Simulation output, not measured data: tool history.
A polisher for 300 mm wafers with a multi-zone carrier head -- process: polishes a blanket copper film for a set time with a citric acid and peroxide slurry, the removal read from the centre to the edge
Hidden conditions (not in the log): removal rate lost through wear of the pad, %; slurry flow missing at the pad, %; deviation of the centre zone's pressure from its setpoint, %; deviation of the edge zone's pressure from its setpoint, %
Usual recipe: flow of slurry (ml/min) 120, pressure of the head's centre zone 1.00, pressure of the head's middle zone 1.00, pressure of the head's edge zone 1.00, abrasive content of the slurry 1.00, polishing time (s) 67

| run | hour | flow of slurry (ml/min) | pressure of the head's centre zone | pressure of the head's middle zone | pressure of the head's edge zone | abrasive content of the slurry | polishing time (s) | wafers since the last listed run | wafers polished on this pad | hours since the slurry nozzle was cleaned | hours since the centre zone pressure was calibrated | hours since the edge zone pressure was calibrated | hours since the carrier head's membrane was replaced | incoming thickness of the incoming film, nm | film removed at the wafer's centre (angstrom) | film removed at mid-radius (angstrom) | film removed at the wafer's edge (angstrom) |
|---|---|---|---|---|---|---|---|---|---|---|---|---|---|---|---|---|---|
| 1 | 0.0 | 120 | 1.00 | 1.00 | 1.09 | 0.75 | 67 | 0 | 1742 | 247.9 | 294.7 | 777.0 | 519.9 | 927.6 | 1768 | 1932 | 2089 |
| 2 | 52.1 | 100 | 1.00 | 1.09 | 0.91 | 1.00 | 59 | 533 | 2276 | 300.0 | 346.8 | 829.1 | 572.0 | 927.3 | 1564 | 1799 | 1651 |
| 3 | 89.0 | 120 | 1.00 | 0.92 | 1.10 | 1.10 | 67 | 378 | 2654 | 336.9 | 383.7 | 866.0 | 608.9 | 925.7 | 1869 | 1870 | 2170 |
| 4 | 145.1 | 120 | 1.00 | 1.00 | 1.00 | 1.00 | 67 | 574 | 3229 | 393.0 | 439.8 | 922.1 | 665.0 | 944.8 | 1832 | 1983 | 2077 |
|  | 156.0 | centre zone pressure recalibrated |
| 5 | 207.9 | 150 | 0.93 | 1.12 | 1.00 | 1.00 | 67 | 623 | 3852 | 455.8 | 51.9 | 984.9 | 727.8 | 937.4 | 1881 | 2316 | 2085 |
|  | 219.6 | worn pad replaced by a new one |
| 6 | 240.0 | 135 | 1.00 | 0.92 | 1.00 | 1.00 | 67 | 287 | 208 | 487.9 | 84.0 | 1017.0 | 759.9 | 943.0 | 1916 | 1844 | 2099 |
|  | 284.0 | edge zone pressure recalibrated |
| 7 | 290.7 | 120 | 0.94 | 1.00 | 1.00 | 1.00 | 67 | 499 | 707 | 538.6 | 134.7 | 6.7 | 810.6 | 927.4 | 1713 | 1937 | 2038 |
| 8 | 347.1 | 120 | 0.96 | 0.95 | 1.09 | 1.00 | 67 | 577 | 1285 | 595.0 | 191.1 | 63.1 | 867.0 | 938.7 | 1663 | 1815 | 2118 |
| 9 | 393.9 | 120 | 1.00 | 1.00 | 1.11 | 1.15 | 67 | 479 | 1765 | 641.8 | 237.9 | 109.9 | 913.8 | 931.9 | 1767 | 1954 | 2171 |
| 10 | 457.9 | 120 | 1.08 | 1.00 | 1.00 | 1.00 | 67 | 655 | 2421 | 705.8 | 301.9 | 173.9 | 977.8 | 943.7 | 1831 | 1894 | 1997 |
|  | 478.9 | carrier head's membrane replaced by a new one |
| 11 | 496.5 | 120 | 1.00 | 1.11 | 1.00 | 1.30 | 74 | 344 | 2765 | 744.4 | 340.5 | 212.5 | 17.6 | 951.1 | 1969 | 2338 | 2274 |
| 12 | 526.5 | 140 | 1.08 | 0.94 | 0.95 | 1.00 | 67 | 307 | 3072 | 774.4 | 370.5 | 242.5 | 47.6 | 940.6 | 1870 | 1843 | 1994 |
|  | 531.2 | centre zone pressure recalibrated |
| 13 | 595.0 | 120 | 1.00 | 1.00 | 1.00 | 1.00 | 67 | 681 | 3754 | 842.9 | 63.8 | 311.0 | 116.1 | 947.8 | 1749 | 1846 | 1946 |
|  | 611.0 | slurry nozzle cleaned |
|  | 615.1 | worn pad replaced by a new one |
| 14 | 630.9 | 120 | 0.89 | 0.89 | 1.00 | 1.00 | 79 | 316 | 161 | 19.9 | 99.7 | 346.9 | 152.0 | 929.1 | 2101 | 2184 | 2508 |
| 15 | 692.0 | 120 | 1.05 | 1.00 | 1.07 | 1.00 | 67 | 626 | 787 | 81.0 | 160.8 | 408.0 | 213.1 | 942.5 | 2068 | 2063 | 2199 |
| 16 | 722.7 | 140 | 1.00 | 1.00 | 1.00 | 1.20 | 67 | 314 | 1102 | 111.7 | 191.5 | 438.7 | 243.8 | 956.5 | 2046 | 2202 | 2259 |
| 17 | 764.8 | 120 | 1.00 | 1.00 | 1.00 | 1.00 | 77 | 431 | 1533 | 153.8 | 233.6 | 480.8 | 285.9 | 946.3 | 2206 | 2353 | 2401 |
| 18 | 813.8 | 120 | 1.10 | 1.00 | 1.00 | 1.25 | 67 | 502 | 2035 | 202.8 | 282.6 | 529.8 | 334.9 | 956.9 | 2241 | 2088 | 2202 |
| 19 | 839.7 | 120 | 0.94 | 1.00 | 1.00 | 1.00 | 67 | 265 | 2301 | 228.7 | 308.5 | 555.7 | 360.8 | 932.9 | 1779 | 2009 | 2068 |
| 20 | 884.5 | 120 | 1.00 | 1.00 | 1.00 | 1.00 | 67 | 459 | 2760 | 273.5 | 353.3 | 600.5 | 405.6 | 949.9 | 1885 | 2031 | 2097 |

Hidden state or all else? Some run-to-run changes of film removed at the wafer's centre (angstrom), split into what the settings, what came in and random variation would give without the hidden state, and what is left for the hidden state (with any gauge scatter that isn't in both results):
Run 4 -> 5: flow of slurry (ml/min) 120 -> 150, pressure of the head's centre zone 1.00 -> 0.93, pressure of the head's middle zone 1.00 -> 1.12, centre zone pressure recalibrated. film removed at the wafer's centre (angstrom) +49: hidden state +87, all else -38.
Run 13 -> 14: pressure of the head's centre zone 1.00 -> 0.89, pressure of the head's middle zone 1.00 -> 0.89, polishing time (s) 67 -> 79, slurry nozzle cleaned, worn pad replaced by a new one. film removed at the wafer's centre (angstrom) +352: hidden state +279, all else +73.
Run 18 -> 19: pressure of the head's centre zone 1.10 -> 0.94, abrasive content of the slurry 1.25 -> 1.00. film removed at the wafer's centre (angstrom) -462: hidden state +27, all else -489.
